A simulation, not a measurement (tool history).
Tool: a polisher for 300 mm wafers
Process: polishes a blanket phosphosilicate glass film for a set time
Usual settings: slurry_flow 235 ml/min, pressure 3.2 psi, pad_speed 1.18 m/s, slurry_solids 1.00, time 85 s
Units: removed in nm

| run | hour | slurry_flow | pressure | pad_speed | slurry_solids | time | incoming thickness of the incoming film, nm | removed |
|---|---|---|---|---|---|---|---|---|
| 1 | 0.0 | 235 | 3.2 | 1.18 | 1.00 | 85 | 2943.2 | 825.8 |
| 2 | 54.2 | 235 | 3.2 | 1.18 | 1.00 | 85 | 2918.3 | 815.0 |
| 3 | 126.1 | 235 | 3.2 | 1.18 | 1.00 | 85 | 2923.5 | 801.2 |
| 4 | 175.9 | 235 | 3.2 | 1.18 | 1.00 | 85 | 2938.3 | 784.0 |
| 5 | 209.8 | 235 | 3.2 | 1.18 | 1.00 | 85 | 2924.7 | 784.9 |
| 6 | 236.4 | 235 | 3.2 | 0.86 | 0.85 | 85 | 2939.1 | 594.2 |
| 7 | 296.0 | 235 | 3.5 | 1.18 | 0.90 | 85 | 2923.1 | 839.2 |
| 8 | 367.4 | 235 | 2.9 | 1.18 | 1.00 | 85 | 2930.6 | 717.7 |
| 9 | 580.5 | 235 | 3.5 | 1.48 | 1.15 | 93 | 2938.5 | 1185.8 |
| 10 | 629.3 | 235 | 3.2 | 1.18 | 1.00 | 85 | 2863.5 | 811.0 |
| 11 | 700.7 | 235 | 3.2 | 1.18 | 1.00 | 62 | 2908.5 | 574.9 |
| 12 | 742.2 | 235 | 3.2 | 1.18 | 1.00 | 85 | 2959.6 | 798.1 |
| 13 | 866.5 | 160 | 3.2 | 1.06 | 1.00 | 85 | 2867.6 | 716.7 |
| 14 | 909.8 | 235 | 3.8 | 1.18 | 1.00 | 85 | 2915.2 | 915.8 |
| 15 | 966.5 | 290 | 4.2 | 1.18 | 1.00 | 95 | 2898.0 | 1149.0 |
| 16 | 1021.2 | 235 | 3.2 | 1.18 | 1.00 | 85 | 2918.1 | 833.5 |
| 17 | 1085.5 | 235 | 2.4 | 0.82 | 1.30 | 85 | 2971.1 | 495.4 |
| 18 | 1140.7 | 160 | 3.2 | 0.94 | 1.30 | 85 | 2906.1 | 699.1 |
| 19 | 1183.5 | 310 | 3.2 | 1.44 | 1.10 | 94 | 2924.4 | 1079.7 |
| 20 | 1257.3 | 235 | 3.2 | 1.18 | 1.00 | 85 | 2950.3 | 782.9 |
| 21 | 1306.1 | 190 | 3.2 | 1.50 | 1.25 | 85 | 2892.6 | 995.2 |
| 22 | 1351.2 | 235 | 3.2 | 0.96 | 1.15 | 85 | 2898.4 | 696.3 |
| 23 | 1381.1 | 235 | 3.2 | 1.18 | 1.00 | 85 | 2878.6 | 775.9 |
| 24 | 1434.6 | 235 | 2.9 | 1.18 | 1.00 | 85 | 2894.6 | 771.1 |
| 25 | 1464.7 | 235 | 3.2 | 0.92 | 1.00 | 85 | 2870.3 | 684.4 |
| 26 | 1523.7 | 235 | 3.2 | 1.50 | 1.00 | 85 | 2886.7 | 991.1 |

Not shown: 13 entries that the log had between the listed runs. Between which runs, and how does the tool's hidden state differ before and after?
Between runs 2 and 3: slurry nozzle cleaned (hour 102.4)
  time polished since the conditioner stopped cutting, s: 54.2 -> 66.3
  measured less the result without the state, removed: -31.7 -> -38.0 nm
Between runs 5 and 6: worn pad replaced by a new one (hour 232.9)
  time polished since the conditioner stopped cutting, s: 75.1 -> 77.2
  measured less the result without the state, removed: -42.0 -> -24.6 nm
Between runs 6 and 7: head pressure recalibrated (hour 250.2)
  time polished since the conditioner stopped cutting, s: 77.2 -> 80.7
  measured less the result without the state, removed: -24.6 -> -52.2 nm
Between runs 8 and 9: conditioning disc replaced and pad reconditioned (hour 398.2); slurry blender recalibrated (hour 459.3)
  time polished since the conditioner stopped cutting, s: 83.6 -> 70.6
  measured less the result without the state, removed: -39.0 -> -79.8 nm
Between runs 10 and 11: slurry nozzle cleaned (hour 696.4)
  time polished since the conditioner stopped cutting, s: 78.2 -> 86
  measured less the result without the state, removed: -45.1 -> -35.1 nm
Between runs 11 and 12: worn pad replaced by a new one (hour 723.8)
  time polished since the conditioner stopped cutting, s: 86 -> 89.3
  measured less the result without the state, removed: -35.1 -> -50.5 nm
Between runs 15 and 16: conditioning disc replaced and pad reconditioned (hour 970.5); slurry blender recalibrated (hour 981.7)
  time polished since the conditioner stopped cutting, s: 97.9 -> 28.4
  measured less the result without the state, removed: -101.4 -> -17.2 nm
Between runs 19 and 20: worn pad replaced by a new one (hour 1256.8)
  time polished since the conditioner stopped cutting, s: 68.9 -> 77.9
  measured less the result without the state, removed: -63.8 -> -43.4 nm
Between runs 20 and 21: slurry nozzle cleaned (hour 1291.4)
  time polished since the conditioner stopped cutting, s: 77.9 -> 82
  measured less the result without the state, removed: -43.4 -> -72.1 nm
Between runs 23 and 24: slurry blender recalibrated (hour 1418.9); conditioning disc replaced and pad reconditioned (hour 1430.5)
  time polished since the conditioner stopped cutting, s: 86.4 -> 7.15
  measured less the result without the state, removed: -47.5 -> -3.7 nm
